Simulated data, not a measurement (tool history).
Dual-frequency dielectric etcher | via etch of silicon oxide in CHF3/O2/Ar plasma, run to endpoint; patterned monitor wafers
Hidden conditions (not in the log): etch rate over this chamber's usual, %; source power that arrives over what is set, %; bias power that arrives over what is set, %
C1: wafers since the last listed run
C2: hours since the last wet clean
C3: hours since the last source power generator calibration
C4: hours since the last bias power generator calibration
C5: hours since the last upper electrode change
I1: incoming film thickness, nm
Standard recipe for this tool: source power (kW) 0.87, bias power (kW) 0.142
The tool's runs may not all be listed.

{"run": 1, "hour": 0.0, "source power (kW)": 0.87, "bias power (kW)": 0.142, "C1": 0, "C2": 448.5, "C3": 2289.5, "C4": 3559.1, "C5": 4891.5, "I1": 534.6, "endpoint time (s)": 274.7}
{"run": 2, "hour": 9.7, "source power (kW)": 0.87, "bias power (kW)": 0.142, "C1": 31, "C2": 458.2, "C3": 2299.2, "C4": 3568.8, "C5": 4901.2, "I1": 528, "endpoint time (s)": 268.5}
{"run": 3, "hour": 20.4, "source power (kW)": 0.87, "bias power (kW)": 0.142, "C1": 34, "C2": 468.9, "C3": 2309.9, "C4": 3579.5, "C5": 4911.9, "I1": 536.5, "endpoint time (s)": 276.1}
{"run": 4, "hour": 31.5, "source power (kW)": 0.78, "bias power (kW)": 0.142, "C1": 35, "C2": 480, "C3": 2321, "C4": 3590.6, "C5": 4923, "I1": 536.6, "endpoint time (s)": 289.3}
{"run": 5, "hour": 43.8, "source power (kW)": 0.78, "bias power (kW)": 0.142, "C1": 39, "C2": 492.3, "C3": 2333.3, "C4": 3602.9, "C5": 4935.3, "I1": 536, "endpoint time (s)": 287.3}
{"run": 6, "hour": 59.6, "source power (kW)": 0.78, "bias power (kW)": 0.142, "C1": 50, "C2": 508.1, "C3": 2349.1, "C4": 3618.7, "C5": 4951.1, "I1": 536, "endpoint time (s)": 290}
{"run": 7, "hour": 66.3, "source power (kW)": 0.87, "bias power (kW)": 0.126, "C1": 21, "C2": 514.8, "C3": 2355.8, "C4": 3625.4, "C5": 4957.8, "I1": 527.1, "endpoint time (s)": 285.7}
{"hour": 104.7, "done": "wet clean of the chamber"}
{"run": 8, "hour": 105.2, "source power (kW)": 0.87, "bias power (kW)": 0.126, "C1": 47, "C2": 0.5, "C3": 2394.7, "C4": 3664.3, "C5": 4996.7, "I1": 529.2, "endpoint time (s)": 271.1}
{"run": 9, "hour": 105.6, "source power (kW)": 0.76, "bias power (kW)": 0.167, "C1": 1, "C2": 0.9, "C3": 2395.1, "C4": 3664.7, "C5": 4997.1, "I1": 534.4, "endpoint time (s)": 255.6}
{"hour": 133.3, "done": "upper electrode replaced, of another model than before"}
{"run": 10, "hour": 133.8, "source power (kW)": 0.87, "bias power (kW)": 0.142, "C1": 13, "C2": 29.1, "C3": 2423.3, "C4": 3692.9, "C5": 0.5, "I1": 533.3, "endpoint time (s)": 258.3}
{"run": 11, "hour": 134.2, "source power (kW)": 0.81, "bias power (kW)": 0.142, "C1": 1, "C2": 29.5, "C3": 2423.7, "C4": 3693.3, "C5": 0.9, "I1": 532.9, "endpoint time (s)": 267}
{"run": 12, "hour": 138.1, "source power (kW)": 0.87, "bias power (kW)": 0.142, "C1": 12, "C2": 33.4, "C3": 2427.6, "C4": 3697.2, "C5": 4.8, "I1": 534.4, "endpoint time (s)": 263.7}
{"run": 13, "hour": 147.8, "source power (kW)": 0.87, "bias power (kW)": 0.142, "C1": 31, "C2": 43.1, "C3": 2437.3, "C4": 3706.9, "C5": 14.5, "I1": 537.6, "endpoint time (s)": 264.5}
{"run": 14, "hour": 163.2, "source power (kW)": 0.87, "bias power (kW)": 0.142, "C1": 49, "C2": 58.5, "C3": 2452.7, "C4": 3722.3, "C5": 29.9, "I1": 534.6, "endpoint time (s)": 262.1}
{"run": 15, "hour": 172.1, "source power (kW)": 1.03, "bias power (kW)": 0.142, "C1": 28, "C2": 67.4, "C3": 2461.6, "C4": 3731.2, "C5": 38.8, "I1": 537.4, "endpoint time (s)": 252}
{"run": 16, "hour": 187.9, "source power (kW)": 0.95, "bias power (kW)": 0.117, "C1": 50, "C2": 83.2, "C3": 2477.4, "C4": 3747, "C5": 54.6, "I1": 533.3, "endpoint time (s)": 288.9}
{"hour": 206.5, "done": "source power generator calibrated"}
{"hour": 209.1, "done": "bias power generator calibrated"}
{"run": 17, "hour": 209.6, "source power (kW)": 0.73, "bias power (kW)": 0.142, "C1": 48, "C2": 104.9, "C3": 3.1, "C4": 0.5, "C5": 76.3, "I1": 532.7, "endpoint time (s)": 275}
{"run": 18, "hour": 215.5, "source power (kW)": 0.77, "bias power (kW)": 0.167, "C1": 18, "C2": 110.8, "C3": 9, "C4": 6.4, "C5": 82.2, "I1": 536.8, "endpoint time (s)": 249.1}
{"run": 19, "hour": 225.2, "source power (kW)": 0.71, "bias power (kW)": 0.176, "C1": 31, "C2": 120.5, "C3": 18.7, "C4": 16.1, "C5": 91.9, "I1": 530.9, "endpoint time (s)": 244.9}
{"run": 20, "hour": 240.2, "source power (kW)": 0.7, "bias power (kW)": 0.126, "C1": 48, "C2": 135.5, "C3": 33.7, "C4": 31.1, "C5": 106.9, "I1": 539, "endpoint time (s)": 302.4}
{"run": 21, "hour": 262.0, "source power (kW)": 0.87, "bias power (kW)": 0.142, "C1": 70, "C2": 157.3, "C3": 55.5, "C4": 52.9, "C5": 128.7, "I1": 532.7, "endpoint time (s)": 264.1}

For each run, what was the tool's unlogged condition?
source power that arrives over what is set, %: 0 on each run
bias power that arrives over what is set, %: 0 on each run
H1: etch rate over this chamber's usual, %
run=1 H1=-4.36
run=2 H1=-4.46
run=3 H1=-4.57
run=4 H1=-4.69
run=5 H1=-4.82
run=6 H1=-4.98
run=7 H1=-5.05
run=8 H1=0.297
run=9 H1=0.293
run=10 H1=-0.00239
run=11 H1=-0.00658
run=12 H1=-0.0474
run=13 H1=-0.149
run=14 H1=-0.31
run=15 H1=-0.403
run=16 H1=-0.569
run=17 H1=-0.796
run=18 H1=-0.858
run=19 H1=-0.96
run=20 H1=-1.12
run=21 H1=-1.34
